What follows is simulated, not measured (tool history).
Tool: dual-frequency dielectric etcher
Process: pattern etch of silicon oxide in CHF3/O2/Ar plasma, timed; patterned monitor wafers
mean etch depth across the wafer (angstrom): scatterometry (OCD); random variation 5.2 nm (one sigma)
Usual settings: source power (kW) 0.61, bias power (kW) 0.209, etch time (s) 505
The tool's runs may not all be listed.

run	hour	source power (kW)	bias power (kW)	etch time (s)	wafers since the last listed run	hours since the last wet clean	hours since the last source power generator calibration	hours since the last bias power generator calibration	hours since the last upper electrode change	hours since the gauge calibration	read-back reference wafer on the same gauge, depth_nm	mean etch depth across the wafer (angstrom)
1	0	0.61	0.242	505	0	449.8	1968.2	3205.8	4327	1192	800.1	9464
# hour 47.3: wet clean of the chamber, repeated, since the last time left the tool worse
2	47.8	0.61	0.242	505	100	0.5	2016	3253.6	4374.8	1239.8	800.4	10240
3	93	0.61	0.242	505	190	45.7	2061.2	3298.8	4420	1285	801.4	10147
4	121.3	0.61	0.209	505	119	74	2089.5	3327.1	4448.3	1313.3	799.9	9739
5	169.7	0.73	0.16	605.5	204	122.4	2137.9	3375.5	4496.7	1361.7	801.2	11664
# hour 183.3: bias power generator calibrated
6	237.5	0.68	0.209	505	268	190.2	2205.7	54.2	4564.5	1429.5	800.8	10175
7	278	0.55	0.229	397.5	170	230.7	2246.2	94.7	4605	1470	799.9	7414
8	340.7	0.65	0.209	402.5	264	293.4	2308.9	157.4	4667.7	1532.7	800.5	7866
9	390.3	0.74	0.191	505	209	343	2358.5	207	4717.3	1582.3	799.8	10174
# hour 406: source power generator calibrated
10	451.4	0.61	0.209	505	240	404.1	45.4	268.1	4778.4	1643.4	799	9583
# hour 522.6: wet clean of the chamber
11	523.1	0.61	0.223	505	201	0.5	117.1	339.8	4850.1	1715.1	800.8	9926
12	568.8	0.61	0.209	505	192	46.2	162.8	385.5	4895.8	1760.8	800.5	9601
13	628.5	0.61	0.249	505	251	105.9	222.5	445.2	4955.5	1820.5	801.6	10206
14	666	0.75	0.188	577.5	158	143.4	260	482.7	4993	1858	799.6	11572
# hour 689.3: gauge calibrated
15	729.9	0.55	0.209	505	269	207.3	323.9	546.6	5056.9	40.6	799.7	9217
# hour 769.1: upper electrode replaced
16	789.7	0.61	0.209	505	150	267.1	383.7	606.4	20.6	100.4	801.2	9639
17	860.6	0.68	0.209	505	298	338	454.6	677.3	91.5	171.3	800.6	10006
18	886.8	0.71	0.209	552.5	110	364.2	480.8	703.5	117.7	197.5	798.3	11200
19	954.5	0.65	0.158	505	285	431.9	548.5	771.2	185.4	265.2	799.9	9098
20	1004.1	0.61	0.209	505	209	481.5	598.1	820.8	235	314.8	799.5	9451
21	1047.8	0.66	0.209	505	184	525.2	641.8	864.5	278.7	358.5	799.8	9816
# hour 1113.7: wet clean of the chamber
22	1114.2	0.61	0.209	505	178	0.5	708.2	930.9	345.1	424.9	800.5	9799
23	1161.7	0.61	0.209	505	200	48	755.7	978.4	392.6	472.4	799	9672
24	1200.2	0.72	0.209	616.5	162	86.5	794.2	1016.9	431.1	510.9	799.8	12612
25	1240.9	0.61	0.209	505	171	127.2	834.9	1057.6	471.8	551.6	800	9701
26	1295.7	0.61	0.229	598.5	231	182	889.7	1112.4	526.6	606.4	800.9	11722
27	1363.1	0.61	0.178	505	284	249.4	957.1	1179.8	594	673.8	799.2	9139
28	1423.3	0.69	0.193	564	253	309.6	1017.3	1240	654.2	734	799.9	11135

The tool's hidden state at each run:
source power that arrives over what is set, %: 0 in every run
bias power that arrives over what is set, %: 0 in every run
gauge reads high (%): 0 in every run
H1: etch rate over this chamber's usual, %
run	H1
1	-6.68
2	0.158
3	-0.0434
4	-0.17
5	-0.386
6	-0.688
7	-0.869
8	-1.15
9	-1.37
10	-1.64
11	0.0577
12	-0.146
13	-0.413
14	-0.58
15	-0.865
16	-1.13
17	-1.45
18	-1.57
19	-1.87
20	-2.09
21	-2.28
22	0.121
23	-0.0911
24	-0.263
25	-0.445
26	-0.689
27	-0.99
28	-1.26
